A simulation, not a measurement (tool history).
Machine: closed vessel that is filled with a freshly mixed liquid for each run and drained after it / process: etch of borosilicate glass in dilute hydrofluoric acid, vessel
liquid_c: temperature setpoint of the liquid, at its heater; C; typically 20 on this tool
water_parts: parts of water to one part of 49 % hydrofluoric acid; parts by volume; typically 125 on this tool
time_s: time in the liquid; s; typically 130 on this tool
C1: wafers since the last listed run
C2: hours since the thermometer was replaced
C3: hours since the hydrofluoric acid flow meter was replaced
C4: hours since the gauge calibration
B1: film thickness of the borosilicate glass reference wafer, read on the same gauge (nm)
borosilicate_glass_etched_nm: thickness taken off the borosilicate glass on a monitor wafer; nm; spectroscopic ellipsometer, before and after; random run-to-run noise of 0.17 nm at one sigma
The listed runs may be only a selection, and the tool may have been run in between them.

{"run": 1, "day": 0.0, "liquid_c": 17, "water_parts": 125, "time_s": 130, "C1": 0, "C2": 1232.8, "C3": 2073.5, "C4": 2843.6, "B1": 110, "borosilicate_glass_etched_nm": 24.73}
{"run": 2, "day": 2.283, "liquid_c": 17, "water_parts": 125, "time_s": 130, "C1": 5486, "C2": 1287.6, "C3": 2128.3, "C4": 2898.4, "B1": 110.03, "borosilicate_glass_etched_nm": 24.68}
{"run": 3, "day": 4.792, "liquid_c": 20, "water_parts": 125, "time_s": 130, "C1": 6027, "C2": 1347.8, "C3": 2188.5, "C4": 2958.6, "B1": 110.01, "borosilicate_glass_etched_nm": 28.12}
{"run": 4, "day": 7.708, "liquid_c": 20, "water_parts": 125, "time_s": 130, "C1": 7008, "C2": 1417.8, "C3": 2258.5, "C4": 3028.6, "B1": 110.02, "borosilicate_glass_etched_nm": 27.93}
{"day": 8.012, "done": "hydrofluoric acid flow meter replaced"}
{"run": 5, "day": 10.433, "liquid_c": 20, "water_parts": 125, "time_s": 130, "C1": 6447, "C2": 1483.2, "C3": 58.1, "C4": 3094, "B1": 109.98, "borosilicate_glass_etched_nm": 29.19}
{"run": 6, "day": 14.729, "liquid_c": 20, "water_parts": 125, "time_s": 130, "C1": 10322, "C2": 1586.3, "C3": 161.2, "C4": 3197.1, "B1": 110.01, "borosilicate_glass_etched_nm": 28.98}
{"run": 7, "day": 17.192, "liquid_c": 20, "water_parts": 150, "time_s": 130, "C1": 5917, "C2": 1645.4, "C3": 220.3, "C4": 3256.2, "B1": 110.01, "borosilicate_glass_etched_nm": 23.56}
{"run": 8, "day": 21.15, "liquid_c": 20, "water_parts": 150, "time_s": 130, "C1": 9511, "C2": 1740.4, "C3": 315.3, "C4": 3351.2, "B1": 109.97, "borosilicate_glass_etched_nm": 24.04}
{"day": 27.317, "done": "gauge calibrated"}
{"run": 9, "day": 27.321, "liquid_c": 23.5, "water_parts": 125, "time_s": 160, "C1": 14828, "C2": 1888.5, "C3": 463.4, "C4": 0.1, "B1": 109.99, "borosilicate_glass_etched_nm": 41.74}
{"day": 30.125, "done": "thermometer replaced"}
{"run": 10, "day": 31.096, "liquid_c": 17.5, "water_parts": 125, "time_s": 160, "C1": 8971, "C2": 23.3, "C3": 554, "C4": 90.7, "B1": 110.03, "borosilicate_glass_etched_nm": 32.41}
{"run": 11, "day": 35.567, "liquid_c": 18, "water_parts": 125, "time_s": 130, "C1": 10743, "C2": 130.6, "C3": 661.3, "C4": 198, "B1": 109.98, "borosilicate_glass_etched_nm": 27.27}
{"day": 36.683, "done": "hydrofluoric acid flow meter replaced, repeated, since the last time left the tool worse"}
{"run": 12, "day": 38.462, "liquid_c": 22, "water_parts": 100, "time_s": 190, "C1": 6858, "C2": 200.1, "C3": 42.7, "C4": 267.5, "B1": 110.01, "borosilicate_glass_etched_nm": 54.28}
{"run": 13, "day": 40.25, "liquid_c": 21.5, "water_parts": 85, "time_s": 130, "C1": 4295, "C2": 243, "C3": 85.6, "C4": 310.4, "B1": 110, "borosilicate_glass_etched_nm": 43.63}
{"run": 14, "day": 43.062, "liquid_c": 20, "water_parts": 90, "time_s": 195, "C1": 6758, "C2": 310.5, "C3": 153.1, "C4": 377.9, "B1": 110, "borosilicate_glass_etched_nm": 57.95}
{"run": 15, "day": 46.942, "liquid_c": 18.5, "water_parts": 70, "time_s": 130, "C1": 9321, "C2": 403.6, "C3": 246.2, "C4": 471, "B1": 110, "borosilicate_glass_etched_nm": 47.98}
{"run": 16, "day": 49.283, "liquid_c": 20, "water_parts": 125, "time_s": 110, "C1": 5626, "C2": 459.8, "C3": 302.4, "C4": 527.2, "B1": 109.99, "borosilicate_glass_etched_nm": 22.63}
{"run": 17, "day": 51.138, "liquid_c": 17.5, "water_parts": 65, "time_s": 130, "C1": 4455, "C2": 504.3, "C3": 346.9, "C4": 571.7, "B1": 110.02, "borosilicate_glass_etched_nm": 49.67}
{"run": 18, "day": 54.875, "liquid_c": 21.5, "water_parts": 125, "time_s": 185, "C1": 8981, "C2": 594, "C3": 436.6, "C4": 661.4, "B1": 109.98, "borosilicate_glass_etched_nm": 40.21}
{"run": 19, "day": 59.25, "liquid_c": 20, "water_parts": 125, "time_s": 50, "C1": 10513, "C2": 699, "C3": 541.6, "C4": 766.4, "B1": 110.02, "borosilicate_glass_etched_nm": 10.34}
{"run": 20, "day": 62.317, "liquid_c": 17, "water_parts": 100, "time_s": 175, "C1": 7369, "C2": 772.6, "C3": 615.2, "C4": 840, "B1": 109.99, "borosilicate_glass_etched_nm": 40.99}
{"run": 21, "day": 66.333, "liquid_c": 20, "water_parts": 125, "time_s": 130, "C1": 9651, "C2": 869, "C3": 711.6, "C4": 936.4, "B1": 110.01, "borosilicate_glass_etched_nm": 27.02}
{"run": 22, "day": 69.396, "liquid_c": 20, "water_parts": 125, "time_s": 130, "C1": 7359, "C2": 942.5, "C3": 785.1, "C4": 1009.9, "B1": 109.98, "borosilicate_glass_etched_nm": 26.82}
{"run": 23, "day": 71.675, "liquid_c": 20, "water_parts": 125, "time_s": 130, "C1": 5476, "C2": 997.2, "C3": 839.8, "C4": 1064.6, "B1": 109.99, "borosilicate_glass_etched_nm": 27.01}
{"run": 24, "day": 73.562, "liquid_c": 20, "water_parts": 175, "time_s": 130, "C1": 4535, "C2": 1042.5, "C3": 885.1, "C4": 1109.9, "B1": 110.01, "borosilicate_glass_etched_nm": 18.5}
{"run": 25, "day": 76.196, "liquid_c": 23, "water_parts": 145, "time_s": 80, "C1": 6327, "C2": 1105.7, "C3": 948.3, "C4": 1173.1, "B1": 110.02, "borosilicate_glass_etched_nm": 15.93}
{"run": 26, "day": 79.804, "liquid_c": 20, "water_parts": 160, "time_s": 130, "C1": 8670, "C2": 1192.3, "C3": 1034.9, "C4": 1259.7, "B1": 110.03, "borosilicate_glass_etched_nm": 20.66}
{"run": 27, "day": 82.408, "liquid_c": 20, "water_parts": 80, "time_s": 60, "C1": 6257, "C2": 1254.8, "C3": 1097.4, "C4": 1322.2, "B1": 109.98, "borosilicate_glass_etched_nm": 20.42}
{"run": 28, "day": 84.996, "liquid_c": 17, "water_parts": 125, "time_s": 55, "C1": 6217, "C2": 1316.9, "C3": 1159.5, "C4": 1384.3, "B1": 109.99, "borosilicate_glass_etched_nm": 10.23}
{"run": 29, "day": 88.167, "liquid_c": 20, "water_parts": 125, "time_s": 185, "C1": 7619, "C2": 1393, "C3": 1235.6, "C4": 1460.4, "B1": 109.96, "borosilicate_glass_etched_nm": 38.9}
{"run": 30, "day": 89.796, "liquid_c": 24.5, "water_parts": 110, "time_s": 165, "C1": 3914, "C2": 1432.1, "C3": 1274.7, "C4": 1499.5, "B1": 109.97, "borosilicate_glass_etched_nm": 47.41}
{"run": 31, "day": 93.533, "liquid_c": 17.5, "water_parts": 70, "time_s": 175, "C1": 8981, "C2": 1521.8, "C3": 1364.4, "C4": 1589.2, "B1": 110.02, "borosilicate_glass_etched_nm": 62.84}

Predict the results of run 32:
{"run": 32, "day": 96.417, "liquid_c": 20, "water_parts": 125, "time_s": 130, "C1": 6928, "C2": 1591, "C3": 1433.6, "C4": 1658.4, "B1": "?", "borosilicate_glass_etched_nm": "?"}

{"run 32": {"B1": 109.99, "borosilicate_glass_etched_nm": 27.37}}
With the hidden condition absent and the run-to-run variation left alone, this run would have shown borosilicate_glass_etched_nm 26.59 nm.
